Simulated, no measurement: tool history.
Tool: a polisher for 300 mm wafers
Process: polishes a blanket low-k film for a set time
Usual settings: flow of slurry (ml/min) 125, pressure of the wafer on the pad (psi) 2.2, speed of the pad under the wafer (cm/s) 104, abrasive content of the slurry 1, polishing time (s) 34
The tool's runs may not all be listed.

run	day	flow of slurry (ml/min)	pressure of the wafer on the pad (psi)	speed of the pad under the wafer (cm/s)	abrasive content of the slurry	polishing time (s)	wafers since the last listed run	wafers polished on this pad	hours since the slurry nozzle was cleaned	hours since the head pressure was calibrated	hours since the slurry blender was calibrated	hours since the conditioning disc was replaced	incoming thickness of the incoming film, nm	film removed (Å)
1	0	125	2.2	118	1	34	0	565	753.9	339.9	285.7	282.7	504.8	215
2	0.346	125	2.2	104	1	34	74	640	762.2	348.2	294	291	502.5	194
3	1.025	125	2.2	104	1	34	146	787	778.5	364.5	310.3	307.3	491.8	192
4	1.404	125	2.2	104	1	34	81	869	787.6	373.6	319.4	316.4	497.8	192
# day 1.75: head pressure recalibrated
5	2.079	125	2.4	86	1	34	127	997	803.8	7.9	335.6	332.6	493.8	184
# day 2.392: worn pad replaced by a new one
6	2.583	125	2.2	104	1	34	72	41	815.9	20	347.7	344.7	493.1	193
# day 2.717: conditioning disc replaced and pad reconditioned
7	3.271	125	2.2	104	1	34	130	172	832.4	36.5	364.2	13.3	491	195
8	3.579	125	2.2	104	1	34	66	239	839.8	43.9	371.6	20.7	491.3	195
9	4.125	125	2.2	104	1	34	118	357	852.9	57	384.7	33.8	499.6	190
10	4.596	90	2.9	104	0.9	34	101	459	864.2	68.3	396	45.1	496.6	215
11	5.183	125	2.2	104	0.9	42	127	586	878.3	82.4	410.1	59.2	506.3	218
12	5.517	125	2.8	104	0.7	43	72	658	886.3	90.4	418.1	67.2	506.2	212
# day 5.858: slurry nozzle cleaned
13	6.038	165	2.2	104	1.15	34	103	761	4.3	102.9	430.6	79.7	511.2	218
# day 6.367: slurry blender recalibrated
14	6.388	125	2.2	80	1	28	57	819	12.7	111.3	0.5	88.1	490.6	131
# day 6.896: worn pad replaced by a new one
15	6.917	125	2.2	104	1	40	78	4	25.4	124	13.2	100.8	489.9	231
16	7.421	125	1.8	82	1	34	109	113	37.5	136.1	25.3	112.9	504.2	134
17	7.846	125	1.9	104	1.15	34	91	205	47.7	146.3	35.5	123.1	492.7	191
18	8.462	140	1.5	104	1	34	133	339	62.5	161.1	50.3	137.9	498.9	134
19	9.075	125	2.6	104	1.15	39	132	471	77.2	175.8	65	152.6	505.6	287
20	9.783	95	2.2	104	1	34	153	624	94.2	192.8	82	169.6	503	182
21	11.267	125	2.2	104	1	34	320	945	129.8	228.4	117.6	205.2	499.7	190

Run 22 comes next. What will it give?
# day 11.896: worn pad replaced by a new one
22	11.917	85	1.5	104	1	34	104	4	145.4	244	133.2	220.8	504.1	?

{"run 22": {"film removed (Å)": 121}}
Without the tool's hidden state the same run would have given film removed (Å) 121.

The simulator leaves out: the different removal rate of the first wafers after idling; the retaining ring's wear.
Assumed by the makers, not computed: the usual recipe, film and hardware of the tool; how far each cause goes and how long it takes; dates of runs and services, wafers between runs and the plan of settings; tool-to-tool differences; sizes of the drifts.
